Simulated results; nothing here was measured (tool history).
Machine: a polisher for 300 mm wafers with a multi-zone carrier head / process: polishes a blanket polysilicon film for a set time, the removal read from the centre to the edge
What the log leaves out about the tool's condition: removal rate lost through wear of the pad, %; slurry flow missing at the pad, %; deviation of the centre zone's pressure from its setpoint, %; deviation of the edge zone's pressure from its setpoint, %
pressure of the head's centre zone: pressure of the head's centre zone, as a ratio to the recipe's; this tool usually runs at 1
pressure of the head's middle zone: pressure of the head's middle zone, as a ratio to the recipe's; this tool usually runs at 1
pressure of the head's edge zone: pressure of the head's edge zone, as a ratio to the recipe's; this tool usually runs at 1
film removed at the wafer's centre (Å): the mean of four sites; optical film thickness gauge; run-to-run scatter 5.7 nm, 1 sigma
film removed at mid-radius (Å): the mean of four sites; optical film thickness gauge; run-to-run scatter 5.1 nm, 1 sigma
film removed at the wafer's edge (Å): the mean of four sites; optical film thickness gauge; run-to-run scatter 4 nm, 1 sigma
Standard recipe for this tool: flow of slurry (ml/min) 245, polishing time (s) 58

run,hour,flow of slurry (ml/min),pressure of the head's centre zone,pressure of the head's middle zone,pressure of the head's edge zone,polishing time (s),wafers since the last listed run,wafers polished on this pad,hours since the slurry nozzle was cleaned,hours since the centre zone pressure was calibrated,hours since the edge zone pressure was calibrated,hours since the carrier head's membrane was replaced,"incoming thickness of the incoming film, nm",film removed at the wafer's centre (Å),film removed at mid-radius (Å),film removed at the wafer's edge (Å)
1,0,245,1.07,0.94,1,58,0,5103,39.1,544.4,508.4,819.8,2140.9,4588,3959,4296
2,43,245,1,1,1,44,500,5604,82.1,587.4,551.4,862.8,2088.2,3230,3137,3210
3,80,245,1,1,1,58,431,6035,119.1,624.4,588.4,899.8,2107.6,4095,4106,4258
# hour 99.3: carrier head's membrane replaced by a new one
4,155.2,245,1,1,1,68,817,6852,194.3,699.6,663.6,55.9,2125.7,4770,4686,4819
# hour 196.1: edge zone pressure recalibrated
5,200.9,245,1,1,1,58,509,7361,240,745.3,4.8,101.6,2072.5,4066,3914,4089
6,284.2,195,1.09,1,1,58,970,8332,323.3,828.6,88.1,184.9,2094.9,4059,3742,3927
7,383,245,1,1,1.07,58,1150,9483,422.1,927.4,186.9,283.7,2058.3,3737,3753,3994
# hour 446: worn pad replaced by a new one
8,446.5,245,1.12,0.92,1,72,693,6,485.6,990.9,250.4,347.2,2112.9,5792,5010,5414
9,496.8,180,0.89,1,1,58,585,592,535.9,1041.2,300.7,397.5,2128.8,3552,3959,4207
10,573.1,245,0.97,1.06,1,66,888,1481,612.2,1117.5,377,473.8,2102.2,4647,4966,4875
# hour 845.4: slurry nozzle cleaned
# hour 850.8: centre zone pressure recalibrated
11,875.3,245,1,1,1,58,3485,4966,29.9,24.5,679.2,776,2090.5,4264,4158,4293
# hour 887.7: edge zone pressure recalibrated
# hour 935.5: carrier head's membrane replaced by a new one
12,979.7,245,1,1,1,63,1134,6101,134.3,128.9,92,44.2,2109.6,4554,4486,4571
13,1016.5,245,1,1,1,58,428,6529,171.1,165.7,128.8,81,2078.5,4161,4155,4163
14,1284.6,245,1,0.92,1,40,3123,9653,439.2,433.8,396.9,349.1,2095.6,2627,2471,2645
# hour 1340.1: worn pad replaced by a new one
15,1375.9,245,0.94,1,1.08,46,1016,417,530.5,525.1,488.2,440.4,2092.3,3220,3353,3603
16,1482.3,245,1,1,1,58,1239,1657,636.9,631.5,594.6,546.8,2071.7,4272,4224,4349
# hour 1629.1: edge zone pressure recalibrated
# hour 1726.5: slurry nozzle cleaned
17,1784.8,180,0.88,1,0.95,65,3488,5145,58.3,934,155.7,849.3,2101.4,3937,4425,4448
18,1892.7,245,1,1.04,0.97,58,1256,6402,166.2,1041.9,263.6,957.2,2076.3,4048,4162,4085
19,1946.7,245,1,1,1,58,629,7031,220.2,1095.9,317.6,1011.2,2087.8,3982,3939,4145
# hour 1994.7: centre zone pressure recalibrated
# hour 2005.5: carrier head's membrane replaced by a new one
# hour 2035.5: worn pad replaced by a new one
20,2041.6,310,1,1,0.91,76,977,71,315.1,46.9,412.5,36.1,2109.8,5821,5659,5664

Forecast run 21:
21,2122.1,245,1.08,1,1,58,937,1009,395.6,127.4,493,116.6,2138.5,?,?,?

film removed at the wafer's centre (Å): 4713
film removed at mid-radius (Å): 4205
film removed at the wafer's edge (Å): 4385
The same run, on a tool lacking any hidden state, would have yielded film removed at the wafer's centre (Å) 4873, film removed at mid-radius (Å) 4337, film removed at the wafer's edge (Å) 4497.
